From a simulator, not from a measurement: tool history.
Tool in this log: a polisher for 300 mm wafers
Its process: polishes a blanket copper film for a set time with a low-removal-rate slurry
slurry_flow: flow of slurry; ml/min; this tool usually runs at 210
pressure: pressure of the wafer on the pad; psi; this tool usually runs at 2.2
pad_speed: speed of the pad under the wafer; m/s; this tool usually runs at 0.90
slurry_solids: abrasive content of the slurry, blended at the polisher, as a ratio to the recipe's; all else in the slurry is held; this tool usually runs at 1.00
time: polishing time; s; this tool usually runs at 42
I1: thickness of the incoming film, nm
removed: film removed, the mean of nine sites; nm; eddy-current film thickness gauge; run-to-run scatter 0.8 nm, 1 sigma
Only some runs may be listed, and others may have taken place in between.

Run 1, day 0.000: usual settings; I1 889.7. Result: removed 92.5 nm.
Run 2, day 1.412: usual settings; I1 923.5. Result: removed 89.5 nm.
At day 2.100: worn pad replaced by a new one.
Run 3, day 2.833: usual settings but pad_speed 1.00 m/s; I1 892.9. Result: removed 106.8 nm.
Run 4, day 3.888: usual settings but pad_speed 1.00 m/s; I1 905.3. Result: removed 106.1 nm.
Run 5, day 5.258: usual settings but time 46 s; I1 914.9. Result: removed 105.9 nm.
Run 6, day 5.771: usual settings but time 46 s; I1 910.1. Result: removed 106.4 nm.
Run 7, day 6.529: usual settings; I1 903.5. Result: removed 95.8 nm.
Run 8, day 7.983: usual settings but time 50 s; I1 906.3. Result: removed 109.9 nm.
Run 9, day 8.492: usual settings but time 50 s; I1 911.9. Result: removed 110.8 nm.
At day 9.300: worn pad replaced by a new one.
Run 10, day 9.871: usual settings but time 50 s; I1 908.9. Result: removed 117.8 nm.
At day 10.804: slurry blender recalibrated.
At day 11.812: head pressure recalibrated.
Run 11, day 14.104: usual settings; I1 911.7. Result: removed 94.2 nm.
Run 12, day 15.579: usual settings but time 31 s; I1 904.3. Result: removed 68.7 nm.
Run 13, day 16.262: usual settings but slurry_flow 260 ml/min, time 54 s; I1 903.6. Result: removed 118.1 nm.
At day 16.592: worn pad replaced by a new one.
Run 14, day 17.496: usual settings but pressure 2.7 psi; I1 917.1. Result: removed 119.9 nm.
Run 15, day 18.838: usual settings but slurry_flow 180 ml/min, pad_speed 1.10 m/s, slurry_solids 0.85; I1 919.3. Result: removed 110.5 nm.
At day 19.671: slurry nozzle cleaned.
Run 16, day 20.112: usual settings but pad_speed 1.16 m/s; I1 928.0. Result: removed 121.6 nm.
Run 17, day 20.758: usual settings but slurry_flow 280 ml/min; I1 905.8. Result: removed 98.9 nm.
Run 18, day 21.983: usual settings; I1 912.4. Result: removed 94.1 nm.
At day 23.012: slurry blender recalibrated.
Run 19, day 23.171: usual settings; I1 918.6. Result: removed 92.0 nm.
Run 20, day 24.250: usual settings but slurry_flow 170 ml/min; I1 918.9. Result: removed 88.2 nm.
At day 24.946: worn pad replaced by a new one.
Run 21, day 24.967: usual settings but slurry_flow 185 ml/min; I1 912.8. Result: removed 94.0 nm.
Run 22, day 26.125: usual settings but pressure 1.9 psi, pad_speed 0.66 m/s, time 37 s; I1 909.4. Result: removed 57.4 nm.
Run 23, day 26.962: usual settings but pressure 1.8 psi; I1 920.1. Result: removed 78.9 nm.

Expected results for the next run?
Run 24, day 27.492: usual settings but pressure 1.7 psi, slurry_solids 1.10; I1 897.6. Result: removed ?.

{"run 24": {"removed": 76.8}}
With no hidden state in the tool, this same run would have given removed 77.9 nm.
